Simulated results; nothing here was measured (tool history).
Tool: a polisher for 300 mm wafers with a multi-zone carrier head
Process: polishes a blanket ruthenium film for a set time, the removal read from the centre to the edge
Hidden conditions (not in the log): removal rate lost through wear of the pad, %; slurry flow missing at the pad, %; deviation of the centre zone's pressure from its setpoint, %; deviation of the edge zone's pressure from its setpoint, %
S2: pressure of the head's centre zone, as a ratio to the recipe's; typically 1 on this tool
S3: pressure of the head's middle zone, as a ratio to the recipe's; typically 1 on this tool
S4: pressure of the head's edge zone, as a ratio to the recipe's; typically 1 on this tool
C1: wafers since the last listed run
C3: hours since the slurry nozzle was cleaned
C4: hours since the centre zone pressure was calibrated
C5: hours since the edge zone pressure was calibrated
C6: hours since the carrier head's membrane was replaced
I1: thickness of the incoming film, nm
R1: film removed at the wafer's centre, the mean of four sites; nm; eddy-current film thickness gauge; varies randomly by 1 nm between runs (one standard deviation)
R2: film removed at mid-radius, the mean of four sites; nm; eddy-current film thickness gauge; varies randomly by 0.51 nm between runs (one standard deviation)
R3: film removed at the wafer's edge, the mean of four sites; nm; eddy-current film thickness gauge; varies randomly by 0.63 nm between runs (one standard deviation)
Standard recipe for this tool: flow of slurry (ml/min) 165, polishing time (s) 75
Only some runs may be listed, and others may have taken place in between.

Run 1, hour 0: usual settings; C1 0; wafers polished on this pad 749; C3 616.5; C4 1181.9; C5 90.7; C6 756.1; I1 352.5. Result: R1 53.5 nm, R2 60.8 nm, R3 60.2 nm.
Run 2, hour 11.5: usual settings; C1 111; wafers polished on this pad 861; C3 628; C4 1193.4; C5 102.2; C6 767.6; I1 349.7. Result: R1 55.2 nm, R2 61.1 nm, R3 60.9 nm.
At hour 15.5: slurry nozzle cleaned.
At hour 25.3: worn pad replaced by a new one.
Run 3, hour 25.8: usual settings but flow of slurry (ml/min) 120, S2 0.96; C1 89; wafers polished on this pad 5; C3 10.3; C4 1207.7; C5 116.5; C6 781.9; I1 346.7. Result: R1 52.5 nm, R2 61.8 nm, R3 61.7 nm.
Run 4, hour 37.5: usual settings but polishing time (s) 82; C1 113; wafers polished on this pad 118; C3 22; C4 1219.4; C5 128.2; C6 793.6; I1 354.8. Result: R1 65.5 nm, R2 72.3 nm, R3 71.9 nm.
Run 5, hour 45.4: usual settings but flow of slurry (ml/min) 180; C1 76; wafers polished on this pad 194; C3 29.9; C4 1227.3; C5 136.1; C6 801.5; I1 348.9. Result: R1 62.3 nm, R2 68.6 nm, R3 65.4 nm.
Run 6, hour 57.3: usual settings; C1 115; wafers polished on this pad 309; C3 41.8; C4 1239.2; C5 148; C6 813.4; I1 342.7. Result: R1 61.1 nm, R2 67 nm, R3 64.1 nm.
Run 7, hour 75: usual settings; C1 171; wafers polished on this pad 480; C3 59.5; C4 1256.9; C5 165.7; C6 831.1; I1 343.8. Result: R1 58.6 nm, R2 66.8 nm, R3 64.8 nm.
Run 8, hour 82.3: usual settings but S4 1.04; C1 70; wafers polished on this pad 551; C3 66.8; C4 1264.2; C5 173; C6 838.4; I1 349.9. Result: R1 59.3 nm, R2 66.6 nm, R3 66.4 nm.
Run 9, hour 90.6: usual settings but flow of slurry (ml/min) 210, S2 0.9, S3 0.97; C1 80; wafers polished on this pad 631; C3 75.1; C4 1272.5; C5 181.3; C6 846.7; I1 347. Result: R1 56.5 nm, R2 68.8 nm, R3 65.9 nm.
Run 10, hour 106.9: usual settings but flow of slurry (ml/min) 200; C1 157; wafers polished on this pad 788; C3 91.4; C4 1288.8; C5 197.6; C6 863; I1 350.1. Result: R1 61.5 nm, R2 68.7 nm, R3 66.1 nm.
At hour 119.1: carrier head's membrane replaced by a new one.
Run 11, hour 119.6: usual settings; C1 74; wafers polished on this pad 863; C3 104.1; C4 1301.5; C5 210.3; C6 0.5; I1 349.5. Result: R1 59.1 nm, R2 67.2 nm, R3 64.3 nm.
Run 12, hour 130.5: usual settings; C1 105; wafers polished on this pad 968; C3 115; C4 1312.4; C5 221.2; C6 11.4; I1 344.4. Result: R1 58.8 nm, R2 66.8 nm, R3 64.7 nm.
At hour 146.2: worn pad replaced by a new one.
At hour 146.3: centre zone pressure recalibrated.
Run 13, hour 148: usual settings but S3 1.09; C1 129; wafers polished on this pad 16; C3 132.5; C4 1.7; C5 238.7; C6 28.9; I1 356.7. Result: R1 66.7 nm, R2 71 nm, R3 63.2 nm.
Run 14, hour 187.4: usual settings but flow of slurry (ml/min) 140, S2 1.07, S3 0.9, polishing time (s) 56; C1 380; wafers polished on this pad 397; C3 171.9; C4 41.1; C5 278.1; C6 68.3; I1 346.1. Result: R1 49 nm, R2 44.2 nm, R3 46.1 nm.
Run 15, hour 201.9: usual settings; C1 140; wafers polished on this pad 537; C3 186.4; C4 55.6; C5 292.6; C6 82.8; I1 350.4. Result: R1 64.8 nm, R2 65.9 nm, R3 62.7 nm.
Run 16, hour 208.5: usual settings but S3 0.94; C1 63; wafers polished on this pad 601; C3 193; C4 62.2; C5 299.2; C6 89.4; I1 354.8. Result: R1 62.9 nm, R2 63.1 nm, R3 62.9 nm.
Run 17, hour 218.4: usual settings but S3 0.91; C1 95; wafers polished on this pad 696; C3 202.9; C4 72.1; C5 309.1; C6 99.3; I1 346.7. Result: R1 65 nm, R2 60.7 nm, R3 63.4 nm.
Run 18, hour 228.7: usual settings but S2 0.91, S3 1.07, polishing time (s) 100; C1 99; wafers polished on this pad 796; C3 213.2; C4 82.4; C5 319.4; C6 109.6; I1 352.7. Result: R1 78.3 nm, R2 90.5 nm, R3 86 nm.

Predict the results of run 19:
Run 19, hour 243.1: usual settings; C1 139; wafers polished on this pad 935; C3 227.6; C4 96.8; C5 333.8; C6 124; I1 349.5. Result: R1 ?, R2 ?, R3 ?.

R1: 65.2 nm
R2: 64.6 nm
R3: 63.3 nm
Had the tool carried no hidden state, the very same run would have given R1 67.4 nm, R2 66.8 nm, R3 64.9 nm.

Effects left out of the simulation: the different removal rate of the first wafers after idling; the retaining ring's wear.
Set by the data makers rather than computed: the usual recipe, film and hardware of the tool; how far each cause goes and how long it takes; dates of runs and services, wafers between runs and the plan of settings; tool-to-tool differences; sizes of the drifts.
